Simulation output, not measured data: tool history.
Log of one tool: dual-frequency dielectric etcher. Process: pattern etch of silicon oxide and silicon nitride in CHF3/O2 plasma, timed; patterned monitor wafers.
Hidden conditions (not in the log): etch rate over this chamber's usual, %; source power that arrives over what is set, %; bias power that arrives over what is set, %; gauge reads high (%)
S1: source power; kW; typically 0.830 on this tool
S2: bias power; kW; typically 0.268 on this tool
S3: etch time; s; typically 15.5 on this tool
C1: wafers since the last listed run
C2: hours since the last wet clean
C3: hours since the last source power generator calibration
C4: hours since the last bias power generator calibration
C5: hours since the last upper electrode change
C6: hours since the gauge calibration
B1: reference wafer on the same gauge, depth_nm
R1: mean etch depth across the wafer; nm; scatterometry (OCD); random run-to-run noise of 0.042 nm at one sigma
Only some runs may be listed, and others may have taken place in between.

Run 1, hour 0.0: usual settings but S2 0.248 kW; C1 0; C2 510.8; C3 2605.3; C4 1832.4; C5 6216.6; C6 234.2; B1 31.10. Result: R1 27.18 nm.
Run 2, hour 8.6: usual settings; C1 156; C2 519.4; C3 2613.9; C4 1841.0; C5 6225.2; C6 242.8; B1 31.12. Result: R1 27.89 nm.
Run 3, hour 15.5: usual settings; C1 125; C2 526.3; C3 2620.8; C4 1847.9; C5 6232.1; C6 249.7; B1 31.09. Result: R1 27.87 nm.
Run 4, hour 25.4: usual settings; C1 180; C2 536.2; C3 2630.7; C4 1857.8; C5 6242.0; C6 259.6; B1 31.11. Result: R1 27.91 nm.
At hour 49.8: upper electrode replaced.
Run 5, hour 50.3: usual settings; C1 16; C2 561.1; C3 2655.6; C4 1882.7; C5 0.5; C6 284.5; B1 31.11. Result: R1 27.87 nm.
Run 6, hour 57.2: usual settings; C1 125; C2 568.0; C3 2662.5; C4 1889.6; C5 7.4; C6 291.4; B1 31.08. Result: R1 27.87 nm.
At hour 87.0: wet clean of the chamber.
Run 7, hour 87.5: usual settings; C1 114; C2 0.5; C3 2692.8; C4 1919.9; C5 37.7; C6 321.7; B1 31.11. Result: R1 28.43 nm.
Run 8, hour 87.8: usual settings; C1 5; C2 0.8; C3 2693.1; C4 1920.2; C5 38.0; C6 322.0; B1 31.09. Result: R1 28.32 nm.
Run 9, hour 98.7: usual settings; C1 198; C2 11.7; C3 2704.0; C4 1931.1; C5 48.9; C6 332.9; B1 31.10. Result: R1 28.30 nm.
At hour 133.8: bias power generator calibrated.
Run 10, hour 137.3: usual settings; C1 630; C2 50.3; C3 2742.6; C4 3.5; C5 87.5; C6 371.5; B1 31.10. Result: R1 28.30 nm.
At hour 142.6: source power generator calibrated.
At hour 153.4: gauge calibrated.
Run 11, hour 153.6: usual settings but S3 19.5 s; C1 224; C2 66.6; C3 11.0; C4 19.8; C5 103.8; C6 0.2; B1 31.10. Result: R1 35.43 nm.
Run 12, hour 160.2: usual settings; C1 120; C2 73.2; C3 17.6; C4 26.4; C5 110.4; C6 6.8; B1 31.11. Result: R1 28.29 nm.
Run 13, hour 178.2: usual settings but S1 0.920 kW, S2 0.202 kW, S3 11.5 s; C1 327; C2 91.2; C3 35.6; C4 44.4; C5 128.4; C6 24.8; B1 31.10. Result: R1 19.99 nm.
Run 14, hour 184.5: usual settings but S1 0.760 kW; C1 114; C2 97.5; C3 41.9; C4 50.7; C5 134.7; C6 31.1; B1 31.09. Result: R1 27.20 nm.
Run 15, hour 202.4: usual settings but S1 1.020 kW, S2 0.289 kW, S3 17.5 s; C1 326; C2 115.4; C3 59.8; C4 68.6; C5 152.6; C6 49.0; B1 31.09. Result: R1 35.62 nm.
Run 16, hour 211.3: usual settings but S1 0.970 kW, S3 19.0 s; C1 162; C2 124.3; C3 68.7; C4 77.5; C5 161.5; C6 57.9; B1 31.09. Result: R1 36.91 nm.
Run 17, hour 219.4: usual settings but S1 0.770 kW, S2 0.309 kW, S3 14.0 s; C1 147; C2 132.4; C3 76.8; C4 85.6; C5 169.6; C6 66.0; B1 31.10. Result: R1 25.84 nm.
Run 18, hour 236.7: usual settings but S1 1.020 kW, S3 19.0 s; C1 315; C2 149.7; C3 94.1; C4 102.9; C5 186.9; C6 83.3; B1 31.09. Result: R1 37.61 nm.
Run 19, hour 249.9: usual settings but S1 0.620 kW, S3 18.5 s; C1 240; C2 162.9; C3 107.3; C4 116.1; C5 200.1; C6 96.5; B1 31.10. Result: R1 29.62 nm.
Run 20, hour 256.4: usual settings but S2 0.248 kW; C1 118; C2 169.4; C3 113.8; C4 122.6; C5 206.6; C6 103.0; B1 31.11. Result: R1 27.45 nm.
Run 21, hour 266.3: usual settings but S2 0.320 kW, S3 11.5 s; C1 180; C2 179.3; C3 123.7; C4 132.5; C5 216.5; C6 112.9; B1 31.11. Result: R1 22.17 nm.
Run 22, hour 280.9: usual settings but S2 0.202 kW; C1 265; C2 193.9; C3 138.3; C4 147.1; C5 231.1; C6 127.5; B1 31.11. Result: R1 25.64 nm.
Run 23, hour 296.7: usual settings but S3 14.0 s; C1 287; C2 209.7; C3 154.1; C4 162.9; C5 246.9; C6 143.3; B1 31.10. Result: R1 25.39 nm.
Run 24, hour 305.5: usual settings but S1 0.720 kW; C1 160; C2 218.5; C3 162.9; C4 171.7; C5 255.7; C6 152.1; B1 31.09. Result: R1 26.41 nm.
Run 25, hour 311.8: usual settings but S1 0.720 kW; C1 114; C2 224.8; C3 169.2; C4 178.0; C5 262.0; C6 158.4; B1 31.12. Result: R1 26.40 nm.
Run 26, hour 318.9: usual settings but S1 0.670 kW, S2 0.202 kW, S3 13.5 s; C1 129; C2 231.9; C3 176.3; C4 185.1; C5 269.1; C6 165.5; B1 31.12. Result: R1 20.31 nm.
Run 27, hour 332.3: usual settings; C1 244; C2 245.3; C3 189.7; C4 198.5; C5 282.5; C6 178.9; B1 31.08. Result: R1 28.07 nm.
Run 28, hour 346.8: usual settings but S1 0.660 kW, S2 0.232 kW, S3 12.5 s; C1 264; C2 259.8; C3 204.2; C4 213.0; C5 297.0; C6 193.4; B1 31.11. Result: R1 19.56 nm.
Run 29, hour 358.9: usual settings but S1 0.990 kW, S2 0.227 kW, S3 11.5 s; C1 220; C2 271.9; C3 216.3; C4 225.1; C5 309.1; C6 205.5; B1 31.11. Result: R1 21.21 nm.

Below are 5 alternative next runs, each starting from the tool's condition after run 29. Predict each:
Run A, hour 359.3: usual settings but S1 0.670 kW; C1 7; C2 272.3; C3 216.7; C4 225.5; C5 309.5; C6 205.9; B1 ?. Result: R1 ?.
Run B, hour 359.3: usual settings but S2 0.231 kW, S3 17.5 s; C1 7; C2 272.3; C3 216.7; C4 225.5; C5 309.5; C6 205.9; B1 ?. Result: R1 ?.
Run C, hour 359.3: usual settings but S1 0.730 kW, S2 0.247 kW, S3 20.0 s; C1 7; C2 272.3; C3 216.7; C4 225.5; C5 309.5; C6 205.9; B1 ?. Result: R1 ?.
Run D, hour 359.3: usual settings but S1 0.710 kW, S2 0.229 kW, S3 14.5 s; C1 7; C2 272.3; C3 216.7; C4 225.5; C5 309.5; C6 205.9; B1 ?. Result: R1 ?.
Run E, hour 359.3: usual settings but S1 1.000 kW; C1 7; C2 272.3; C3 216.7; C4 225.5; C5 309.5; C6 205.9; B1 ?. Result: R1 ?.

run     B1     R1
  A  31.11  25.61
  B  31.11  30.21
  C  31.11  33.38
  D  31.11  23.32
  E  31.11  30.41
The same runs, with their run-to-run variation unchanged, on a tool lacking any hidden condition would have given:
run     R1
  A  25.86
  B  30.49
  C  33.70
  D  23.54
  E  30.70

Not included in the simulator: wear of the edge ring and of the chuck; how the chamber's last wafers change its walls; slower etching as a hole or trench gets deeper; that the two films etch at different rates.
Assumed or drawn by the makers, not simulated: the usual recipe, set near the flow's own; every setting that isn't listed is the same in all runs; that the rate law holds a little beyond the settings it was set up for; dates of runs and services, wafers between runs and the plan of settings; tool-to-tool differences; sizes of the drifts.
